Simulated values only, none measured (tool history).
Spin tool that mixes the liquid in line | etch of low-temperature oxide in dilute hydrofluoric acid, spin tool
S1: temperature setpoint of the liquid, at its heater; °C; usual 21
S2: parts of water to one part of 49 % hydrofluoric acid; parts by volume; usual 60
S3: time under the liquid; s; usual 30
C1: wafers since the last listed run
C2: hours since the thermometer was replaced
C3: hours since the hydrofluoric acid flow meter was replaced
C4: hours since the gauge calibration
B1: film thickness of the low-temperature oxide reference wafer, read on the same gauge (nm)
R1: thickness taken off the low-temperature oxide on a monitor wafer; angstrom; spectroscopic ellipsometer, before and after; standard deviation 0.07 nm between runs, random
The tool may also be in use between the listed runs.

Run 1, hour 0: usual settings; C1 0; C2 1775.2; C3 1894.8; C4 540.1; B1 59.97. Result: R1 110.8 angstrom.
Run 2, hour 19.4: usual settings; C1 333; C2 1794.6; C3 1914.2; C4 559.5; B1 59.98. Result: R1 110.4 angstrom.
Run 3, hour 39.5: usual settings but S1 23.5 °C; C1 345; C2 1814.7; C3 1934.3; C4 579.6; B1 60.07. Result: R1 121.4 angstrom.
Run 4, hour 66.2: usual settings but S1 23.5 °C; C1 458; C2 1841.4; C3 1961; C4 606.3; B1 59.97. Result: R1 121.4 angstrom.
Run 5, hour 116.4: usual settings but S1 23.5 °C; C1 862; C2 1891.6; C3 2011.2; C4 656.5; B1 59.99. Result: R1 120.8 angstrom.
Run 6, hour 138.6: usual settings; C1 381; C2 1913.8; C3 2033.4; C4 678.7; B1 60.04. Result: R1 109.3 angstrom.
Run 7, hour 169.9: usual settings; C1 537; C2 1945.1; C3 2064.7; C4 710; B1 60.03. Result: R1 109.4 angstrom.
Run 8, hour 197.7: usual settings; C1 477; C2 1972.9; C3 2092.5; C4 737.8; B1 59.93. Result: R1 109.7 angstrom.
Run 9, hour 224.3: usual settings; C1 457; C2 1999.5; C3 2119.1; C4 764.4; B1 59.94. Result: R1 108 angstrom.
Run 10, hour 249.9: usual settings; C1 439; C2 2025.1; C3 2144.7; C4 790; B1 60.05. Result: R1 108.7 angstrom.
Run 11, hour 262.8: usual settings; C1 221; C2 2038; C3 2157.6; C4 802.9; B1 60. Result: R1 108.9 angstrom.
Run 12, hour 303.1: usual settings; C1 692; C2 2078.3; C3 2197.9; C4 843.2; B1 60.03. Result: R1 109.5 angstrom.
Run 13, hour 316.2: usual settings; C1 225; C2 2091.4; C3 2211; C4 856.3; B1 59.98. Result: R1 108.5 angstrom.
At hour 323: thermometer replaced.
Run 14, hour 346.3: usual settings; C1 500; C2 23.3; C3 2241.1; C4 886.4; B1 59.97. Result: R1 116.9 angstrom.
At hour 370.2: hydrofluoric acid flow meter replaced.
Run 15, hour 370.7: usual settings but S1 23.5 °C, S2 85 parts by volume, S3 15 s; C1 402; C2 47.7; C3 0.5; C4 910.8; B1 59.97. Result: R1 44 angstrom.
Run 16, hour 394.4: usual settings; C1 407; C2 71.4; C3 24.2; C4 934.5; B1 59.97. Result: R1 116.4 angstrom.
Run 17, hour 412.3: usual settings; C1 307; C2 89.3; C3 42.1; C4 952.4; B1 59.99. Result: R1 115.9 angstrom.
Run 18, hour 434.4: usual settings; C1 379; C2 111.4; C3 64.2; C4 974.5; B1 59.99. Result: R1 115.8 angstrom.
Run 19, hour 518.6: usual settings but S2 70 parts by volume, S3 15 s; C1 1446; C2 195.6; C3 148.4; C4 1058.7; B1 59.96. Result: R1 48.6 angstrom.
At hour 550.1: gauge calibrated.
Run 20, hour 550.6: usual settings but S2 30 parts by volume, S3 20 s; C1 549; C2 227.6; C3 180.4; C4 0.5; B1 60. Result: R1 159.7 angstrom.
Run 21, hour 566.7: usual settings but S1 17.5 °C, S3 50 s; C1 276; C2 243.7; C3 196.5; C4 16.6; B1 59.98. Result: R1 166.8 angstrom.
Run 22, hour 595.8: usual settings; C1 500; C2 272.8; C3 225.6; C4 45.7; B1 60.02. Result: R1 115.8 angstrom.
Run 23, hour 628.9: usual settings but S1 23 °C, S2 40 parts by volume; C1 568; C2 305.9; C3 258.7; C4 78.8; B1 60.03. Result: R1 192.5 angstrom.
Run 24, hour 643.4: usual settings but S1 17 °C, S2 45 parts by volume, S3 15 s; C1 249; C2 320.4; C3 273.2; C4 93.3; B1 60.03. Result: R1 66 angstrom.
Run 25, hour 661.4: usual settings; C1 309; C2 338.4; C3 291.2; C4 111.3; B1 60.03. Result: R1 115.6 angstrom.
Run 26, hour 695.5: usual settings but S3 35 s; C1 585; C2 372.5; C3 325.3; C4 145.4; B1 60.06. Result: R1 132.3 angstrom.
Run 27, hour 712.5: usual settings; C1 292; C2 389.5; C3 342.3; C4 162.4; B1 60.03. Result: R1 115.1 angstrom.
Run 28, hour 734.4: usual settings; C1 376; C2 411.4; C3 364.2; C4 184.3; B1 59.99. Result: R1 114.9 angstrom.
Run 29, hour 761.2: usual settings but S1 22.5 °C, S2 70 parts by volume; C1 460; C2 438.2; C3 391; C4 211.1; B1 59.98. Result: R1 104.2 angstrom.
Run 30, hour 795.1: usual settings but S1 18.5 °C; C1 582; C2 472.1; C3 424.9; C4 245; B1 59.98. Result: R1 104 angstrom.
Run 31, hour 812.6: usual settings but S1 22.5 °C, S2 40 parts by volume, S3 20 s; C1 300; C2 489.6; C3 442.4; C4 262.5; B1 60.03. Result: R1 125.5 angstrom.
Run 32, hour 840.9: usual settings but S1 26 °C, S2 80 parts by volume, S3 45 s; C1 486; C2 517.9; C3 470.7; C4 290.8; B1 60.02. Result: R1 155.1 angstrom.
Run 33, hour 861.8: usual settings but S1 18 °C, S2 30 parts by volume, S3 50 s; C1 359; C2 538.8; C3 491.6; C4 311.7; B1 59.97. Result: R1 344.7 angstrom.

4 ways to go on from here, each from the tool as it stands after run 33. What would each give?
Run A, hour 862.2: usual settings but S3 40 s; C1 6; C2 539.2; C3 492; C4 312.1; B1 ?. Result: R1 ?.
Run B, hour 862.2: usual settings but S1 22.5 °C, S2 30 parts by volume, S3 20 s; C1 6; C2 539.2; C3 492; C4 312.1; B1 ?. Result: R1 ?.
Run C, hour 862.2: usual settings but S2 45 parts by volume, S3 15 s; C1 6; C2 539.2; C3 492; C4 312.1; B1 ?. Result: R1 ?.
Run D, hour 862.2: usual settings but S1 24 °C, S2 35 parts by volume, S3 15 s; C1 6; C2 539.2; C3 492; C4 312.1; B1 ?. Result: R1 ?.

run     B1     R1
  A  59.98  151.9
  B  59.98  167.9
  C  59.98   77.3
  D  59.98  114.3
What these runs would have given with no unlogged condition in the tool:
run     R1
  A  155.8
  B  172.3
  C   79.3
  D  117.2
